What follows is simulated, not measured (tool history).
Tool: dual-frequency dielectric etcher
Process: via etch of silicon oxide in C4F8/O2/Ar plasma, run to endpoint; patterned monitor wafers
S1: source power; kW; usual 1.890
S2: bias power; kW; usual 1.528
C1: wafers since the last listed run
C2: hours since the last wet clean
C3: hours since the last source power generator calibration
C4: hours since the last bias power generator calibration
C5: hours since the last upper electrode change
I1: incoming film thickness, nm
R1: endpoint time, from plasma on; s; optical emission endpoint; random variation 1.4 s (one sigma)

Run 1, hour 0.0: usual settings; C1 0; C2 309.8; C3 3164.6; C4 4776.7; C5 2465.2; I1 1309.0. Result: R1 303.1 s.
Run 2, hour 26.8: usual settings; C1 161; C2 336.6; C3 3191.4; C4 4803.5; C5 2492.0; I1 1315.6. Result: R1 306.7 s.
Run 3, hour 45.9: usual settings; C1 115; C2 355.7; C3 3210.5; C4 4822.6; C5 2511.1; I1 1290.0. Result: R1 303.6 s.
Run 4, hour 70.7: usual settings but S1 2.210 kW; C1 149; C2 380.5; C3 3235.3; C4 4847.4; C5 2535.9; I1 1319.4. Result: R1 282.0 s.
Run 5, hour 85.8: usual settings but S1 2.210 kW; C1 91; C2 395.6; C3 3250.4; C4 4862.5; C5 2551.0; I1 1309.5. Result: R1 277.9 s.
Run 6, hour 98.8: usual settings but S1 2.210 kW; C1 78; C2 408.6; C3 3263.4; C4 4875.5; C5 2564.0; I1 1286.5. Result: R1 275.1 s.
Run 7, hour 129.2: usual settings but S2 1.317 kW; C1 183; C2 439.0; C3 3293.8; C4 4905.9; C5 2594.4; I1 1299.9. Result: R1 324.6 s.
Run 8, hour 163.0: usual settings but S2 1.317 kW; C1 204; C2 472.8; C3 3327.6; C4 4939.7; C5 2628.2; I1 1299.5. Result: R1 324.6 s.
At hour 193.9: bias power generator calibrated.
At hour 194.0: source power generator calibrated.
Run 9, hour 195.9: usual settings; C1 174; C2 505.7; C3 1.9; C4 2.0; C5 2661.1; I1 1293.0. Result: R1 305.7 s.
Run 10, hour 218.3: usual settings but S1 1.530 kW, S2 1.351 kW; C1 135; C2 528.1; C3 24.3; C4 24.4; C5 2683.5; I1 1309.3. Result: R1 373.9 s.
Run 11, hour 230.7: usual settings but S1 1.480 kW, S2 1.156 kW; C1 74; C2 540.5; C3 36.7; C4 36.8; C5 2695.9; I1 1297.3. Result: R1 404.4 s.
At hour 265.7: wet clean of the chamber.
At hour 267.4: upper electrode replaced.
Run 12, hour 267.9: usual settings but S1 2.170 kW, S2 1.687 kW; C1 69; C2 2.2; C3 73.9; C4 74.0; C5 0.5; I1 1302.8. Result: R1 262.7 s.
Run 13, hour 268.2: usual settings; C1 1; C2 2.5; C3 74.2; C4 74.3; C5 0.8; I1 1317.2. Result: R1 294.6 s.
Run 14, hour 286.1: usual settings but S1 1.750 kW, S2 1.341 kW; C1 108; C2 20.4; C3 92.1; C4 92.2; C5 18.7; I1 1287.8. Result: R1 319.9 s.
Run 15, hour 309.1: usual settings but S1 2.270 kW, S2 1.810 kW; C1 138; C2 43.4; C3 115.1; C4 115.2; C5 41.7; I1 1304.4. Result: R1 250.6 s.
Run 16, hour 330.9: usual settings but S1 2.010 kW, S2 1.273 kW; C1 131; C2 65.2; C3 136.9; C4 137.0; C5 63.5; I1 1308.9. Result: R1 301.7 s.
Run 17, hour 364.6: usual settings but S1 2.090 kW, S2 1.415 kW; C1 203; C2 98.9; C3 170.6; C4 170.7; C5 97.2; I1 1309.1. Result: R1 288.5 s.
Run 18, hour 389.6: usual settings; C1 150; C2 123.9; C3 195.6; C4 195.7; C5 122.2; I1 1314.5. Result: R1 299.1 s.
Run 19, hour 459.2: usual settings but S1 1.480 kW; C1 420; C2 193.5; C3 265.2; C4 265.3; C5 191.8; I1 1317.0. Result: R1 356.3 s.

Measured less the same run without the tool's hidden state. The same run-to-run variation is in both; the gauge's scatter may not be:
The hidden state here: etch rate over this chamber's usual, %; source power that arrives over what is set, %; bias power that arrives over what is set, %.
run     R1
  1   +9.0
  2   +9.9
  3  +10.3
  4  +10.3
  5  +10.6
  6  +10.8
  7  +13.6
  8  +14.7
  9  +14.8
 10  +19.0
 11  +20.9
 12   +0.2
 13   +0.3
 14   +0.8
 15   +1.3
 16   +2.1
 17   +2.9
 18   +3.8
 19   +6.8
